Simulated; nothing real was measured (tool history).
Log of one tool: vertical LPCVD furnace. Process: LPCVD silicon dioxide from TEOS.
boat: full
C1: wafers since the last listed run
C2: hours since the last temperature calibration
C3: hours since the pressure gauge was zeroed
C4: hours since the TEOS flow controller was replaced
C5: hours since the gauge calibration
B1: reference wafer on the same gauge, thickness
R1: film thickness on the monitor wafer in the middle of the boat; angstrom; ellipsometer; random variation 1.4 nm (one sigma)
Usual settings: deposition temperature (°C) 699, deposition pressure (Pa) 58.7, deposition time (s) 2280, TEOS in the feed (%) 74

run 1 day=0 | deposition_temperature_(°C)=706 deposition_pressure_(Pa)=58.7 deposition_time_(s)=2280 TEOS_in_the_feed_(%)=74 | C1=0 C2=2192.9 C3=1228.5 C4=1117.9 C5=676.8 | B1=411.13 | R1=4300.8
run 2 day=3.075 | deposition_temperature_(°C)=699 deposition_pressure_(Pa)=58.7 deposition_time_(s)=2280 TEOS_in_the_feed_(%)=74 | C1=656 C2=2266.7 C3=1302.3 C4=1191.7 C5=750.6 | B1=410.86 | R1=3659.7
run 3 day=6.708 | deposition_temperature_(°C)=699 deposition_pressure_(Pa)=58.7 deposition_time_(s)=2280 TEOS_in_the_feed_(%)=74 | C1=775 C2=2353.9 C3=1389.5 C4=1278.9 C5=837.8 | B1=411.33 | R1=3672.3
-- day=10.096 gauge calibrated
run 4 day=17.633 | deposition_temperature_(°C)=699 deposition_pressure_(Pa)=64 deposition_time_(s)=2280 TEOS_in_the_feed_(%)=74 | C1=2332 C2=2616.1 C3=1651.7 C4=1541.1 C5=180.9 | B1=410.66 | R1=3823.3
run 5 day=21.788 | deposition_temperature_(°C)=699 deposition_pressure_(Pa)=64 deposition_time_(s)=2280 TEOS_in_the_feed_(%)=74 | C1=886 C2=2715.8 C3=1751.4 C4=1640.8 C5=280.6 | B1=410.73 | R1=3830.8
run 6 day=23.758 | deposition_temperature_(°C)=704 deposition_pressure_(Pa)=58.7 deposition_time_(s)=2280 TEOS_in_the_feed_(%)=74 | C1=420 C2=2763.1 C3=1798.7 C4=1688.1 C5=327.9 | B1=410.51 | R1=4124.3
run 7 day=27.167 | deposition_temperature_(°C)=704 deposition_pressure_(Pa)=58.7 deposition_time_(s)=2280 TEOS_in_the_feed_(%)=74 | C1=727 C2=2844.9 C3=1880.5 C4=1769.9 C5=409.7 | B1=410.56 | R1=4141
run 8 day=31.117 | deposition_temperature_(°C)=704 deposition_pressure_(Pa)=58.7 deposition_time_(s)=2280 TEOS_in_the_feed_(%)=74 | C1=843 C2=2939.7 C3=1975.3 C4=1864.7 C5=504.5 | B1=410.59 | R1=4119.9
run 9 day=34.817 | deposition_temperature_(°C)=689 deposition_pressure_(Pa)=51.3 deposition_time_(s)=2280 TEOS_in_the_feed_(%)=74 | C1=789 C2=3028.5 C3=2064.1 C4=1953.5 C5=593.3 | B1=411.21 | R1=2704.1
-- day=36.362 thermocouples replaced and temperature profile calibrated
run 10 day=38.879 | deposition_temperature_(°C)=706 deposition_pressure_(Pa)=58.7 deposition_time_(s)=2280 TEOS_in_the_feed_(%)=74 | C1=653 C2=60.4 C3=2161.6 C4=2051 C5=690.8 | B1=411 | R1=4299
run 11 day=43.338 | deposition_temperature_(°C)=699 deposition_pressure_(Pa)=58.7 deposition_time_(s)=2640 TEOS_in_the_feed_(%)=74 | C1=951 C2=167.4 C3=2268.6 C4=2158 C5=797.8 | B1=410.95 | R1=4270.9
run 12 day=45.942 | deposition_temperature_(°C)=699 deposition_pressure_(Pa)=58.7 deposition_time_(s)=2280 TEOS_in_the_feed_(%)=74 | C1=555 C2=229.9 C3=2331.1 C4=2220.5 C5=860.3 | B1=410.95 | R1=3679.8
-- day=47.967 TEOS flow controller replaced
-- day=49.325 gauge calibrated
run 13 day=50.008 | deposition_temperature_(°C)=691 deposition_pressure_(Pa)=46 deposition_time_(s)=1740 TEOS_in_the_feed_(%)=68 | C1=654 C2=327.5 C3=2428.7 C4=49 C5=16.4 | B1=410.9 | R1=1996
run 14 day=54.125 | deposition_temperature_(°C)=699 deposition_pressure_(Pa)=58.7 deposition_time_(s)=2280 TEOS_in_the_feed_(%)=80 | C1=878 C2=426.3 C3=2527.5 C4=147.8 C5=115.2 | B1=410.66 | R1=3835.9
-- day=55.496 pressure gauge zeroed
run 15 day=58.296 | deposition_temperature_(°C)=699 deposition_pressure_(Pa)=58.7 deposition_time_(s)=1770 TEOS_in_the_feed_(%)=81 | C1=676 C2=526.4 C3=67.2 C4=247.9 C5=215.3 | B1=410.94 | R1=2935.1
run 16 day=60.825 | deposition_temperature_(°C)=699 deposition_pressure_(Pa)=58.7 deposition_time_(s)=2280 TEOS_in_the_feed_(%)=74 | C1=539 C2=587.1 C3=127.9 C4=308.6 C5=276 | B1=411.21 | R1=3604.8
run 17 day=64.404 | deposition_temperature_(°C)=699 deposition_pressure_(Pa)=58.7 deposition_time_(s)=2280 TEOS_in_the_feed_(%)=74 | C1=764 C2=673 C3=213.8 C4=394.5 C5=361.9 | B1=411.07 | R1=3595.2
run 18 day=66.45 | deposition_temperature_(°C)=699 deposition_pressure_(Pa)=58.7 deposition_time_(s)=2610 TEOS_in_the_feed_(%)=74 | C1=436 C2=722.1 C3=262.9 C4=443.6 C5=411 | B1=411.09 | R1=4140.2
run 19 day=74.221 | deposition_temperature_(°C)=699 deposition_pressure_(Pa)=58.7 deposition_time_(s)=2280 TEOS_in_the_feed_(%)=63 | C1=1658 C2=908.6 C3=449.4 C4=630.1 C5=597.5 | B1=410.64 | R1=3340.4

Hidden state at the last listed run before each entry between runs and at the first one after, where it differs:
Between runs 3 and 4: gauge calibrated (day 10.096)
  true pressure minus gauge reading, mTorr: 13.2 -> 15.6
  measured less the result without the state, R1: +53.8 -> +60.5 angstrom
Between runs 9 and 10: thermocouples replaced and temperature profile calibrated (day 36.362)
  true pressure minus gauge reading, mTorr: 19.3 -> 20.2
  measured less the result without the state, R1: +65.4 -> +95.4 angstrom
Between runs 12 and 13: TEOS flow controller replaced (day 47.967); gauge calibrated (day 49.325)
  true pressure minus gauge reading, mTorr: 21.7 -> 22.6
  measured less the result without the state, R1: +87.7 -> +62.4 angstrom
Between runs 14 and 15: pressure gauge zeroed (day 55.496)
  true pressure minus gauge reading, mTorr: 23.5 -> 0.894
  measured less the result without the state, R1: +98.6 -> +2.9 angstrom
